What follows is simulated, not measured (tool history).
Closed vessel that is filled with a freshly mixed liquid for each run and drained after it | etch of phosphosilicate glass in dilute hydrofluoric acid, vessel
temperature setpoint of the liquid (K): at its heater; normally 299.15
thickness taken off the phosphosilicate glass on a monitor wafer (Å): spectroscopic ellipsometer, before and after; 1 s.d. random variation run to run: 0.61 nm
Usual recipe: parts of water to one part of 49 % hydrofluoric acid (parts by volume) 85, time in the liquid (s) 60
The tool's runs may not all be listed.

| run | hour | temperature setpoint of the liquid (K) | parts of water to one part of 49 % hydrofluoric acid (parts by volume) | time in the liquid (s) | wafers since the last listed run | hours since the thermometer was replaced | hours since the hydrofluoric acid flow meter was replaced | hours since the gauge calibration | read-back film thickness of the phosphosilicate glass reference wafer, read on the same gauge (nm) | thickness taken off the phosphosilicate glass on a monitor wafer (Å) |
|---|---|---|---|---|---|---|---|---|---|---|
| 1 | 0.0 | 299.15 | 85 | 40 | 0 | 1418.9 | 1937.5 | 28.3 | 90.04 | 786.5 |
| 2 | 12.2 | 299.15 | 85 | 40 | 1490 | 1431.1 | 1949.7 | 40.5 | 90.04 | 790.7 |
| 3 | 20.4 | 299.15 | 100 | 35 | 1001 | 1439.3 | 1957.9 | 48.7 | 89.99 | 578.1 |
| 4 | 31.9 | 299.15 | 100 | 35 | 1404 | 1450.8 | 1969.4 | 60.2 | 90.02 | 580.8 |
| 5 | 44.2 | 299.15 | 115 | 60 | 1502 | 1463.1 | 1981.7 | 72.5 | 89.97 | 845.4 |
| 6 | 61.7 | 299.15 | 115 | 60 | 2137 | 1480.6 | 1999.2 | 90.0 | 89.97 | 836.5 |
| 7 | 72.3 | 299.15 | 115 | 60 | 1294 | 1491.2 | 2009.8 | 100.6 | 90.04 | 841.0 |
| 8 | 85.9 | 299.15 | 85 | 60 | 1661 | 1504.8 | 2023.4 | 114.2 | 89.97 | 1181.5 |
| 9 | 95.9 | 299.15 | 85 | 60 | 1221 | 1514.8 | 2033.4 | 124.2 | 89.99 | 1178.3 |
| 10 | 106.2 | 299.15 | 85 | 60 | 1258 | 1525.1 | 2043.7 | 134.5 | 89.98 | 1166.2 |
| 11 | 121.5 | 299.15 | 85 | 60 | 1868 | 1540.4 | 2059.0 | 149.8 | 89.97 | 1160.9 |
| 12 | 132.6 | 299.15 | 85 | 60 | 1355 | 1551.5 | 2070.1 | 160.9 | 90.00 | 1172.2 |
|  | 134.6 | hydrofluoric acid flow meter replaced |
| 13 | 142.7 | 302.15 | 85 | 60 | 1111 | 1561.6 | 8.1 | 171.0 | 89.97 | 1325.1 |
| 14 | 160.4 | 302.15 | 85 | 60 | 2162 | 1579.3 | 25.8 | 188.7 | 90.01 | 1327.8 |
| 15 | 169.8 | 302.15 | 85 | 60 | 1148 | 1588.7 | 35.2 | 198.1 | 90.00 | 1323.2 |
|  | 179.3 | thermometer replaced |
| 16 | 187.6 | 302.15 | 105 | 75 | 2052 | 8.3 | 53.0 | 215.9 | 90.00 | 1432.1 |
| 17 | 200.3 | 299.15 | 55 | 50 | 1551 | 21.0 | 65.7 | 228.6 | 90.00 | 1752.5 |
|  | 208.4 | gauge calibrated |
| 18 | 209.8 | 299.15 | 65 | 30 | 1160 | 30.5 | 75.2 | 1.4 | 90.02 | 873.3 |
| 19 | 223.7 | 299.15 | 85 | 60 | 1697 | 44.4 | 89.1 | 15.3 | 90.00 | 1302.9 |
| 20 | 231.4 | 299.15 | 85 | 60 | 940 | 52.1 | 96.8 | 23.0 | 89.98 | 1298.2 |
| 21 | 247.8 | 304.15 | 110 | 45 | 2003 | 68.5 | 113.2 | 39.4 | 90.02 | 879.6 |
| 22 | 254.6 | 299.15 | 65 | 30 | 830 | 75.3 | 120.0 | 46.2 | 89.95 | 876.8 |
| 23 | 265.3 | 296.65 | 45 | 50 | 1306 | 86.0 | 130.7 | 56.9 | 89.94 | 1947.9 |
| 24 | 274.6 | 301.15 | 105 | 30 | 1135 | 95.3 | 140.0 | 66.2 | 90.02 | 551.3 |
| 25 | 282.8 | 301.65 | 105 | 85 | 1001 | 103.5 | 148.2 | 74.4 | 90.03 | 1585.7 |
| 26 | 310.2 | 296.15 | 85 | 40 | 3346 | 130.9 | 175.6 | 101.8 | 89.99 | 766.4 |
| 27 | 323.2 | 297.65 | 65 | 30 | 1587 | 143.9 | 188.6 | 114.8 | 90.00 | 810.1 |
| 28 | 340.4 | 295.65 | 120 | 85 | 2100 | 161.1 | 205.8 | 132.0 | 90.02 | 1074.5 |
| 29 | 348.9 | 299.15 | 100 | 85 | 1038 | 169.6 | 214.3 | 140.5 | 89.98 | 1523.5 |
| 30 | 362.9 | 304.15 | 125 | 80 | 1710 | 183.6 | 228.3 | 154.5 | 90.00 | 1340.7 |

3 ways to go on from here, each from the tool as it stands after run 30. What would each give?
| A | 363.6 | 304.15 | 85 | 60 | 85 | 184.3 | 229.0 | 155.2 | ? | ? |
| B | 363.6 | 299.15 | 85 | 75 | 85 | 184.3 | 229.0 | 155.2 | ? | ? |
| C | 363.6 | 302.65 | 125 | 35 | 85 | 184.3 | 229.0 | 155.2 | ? | ? |

| run | read-back film thickness of the phosphosilicate glass reference wafer, read on the same gauge (nm) | thickness taken off the phosphosilicate glass on a monitor wafer (Å) |
|---|---|---|
| A | 89.99 | 1561.6 |
| B | 89.99 | 1609.4 |
| C | 89.99 | 553.7 |
With the hidden condition removed and each run's random variation left untouched, the same runs would have given:
| run | thickness taken off the phosphosilicate glass on a monitor wafer (Å) |
|---|---|
| A | 1577.5 |
| B | 1626.6 |
| C | 559.3 |
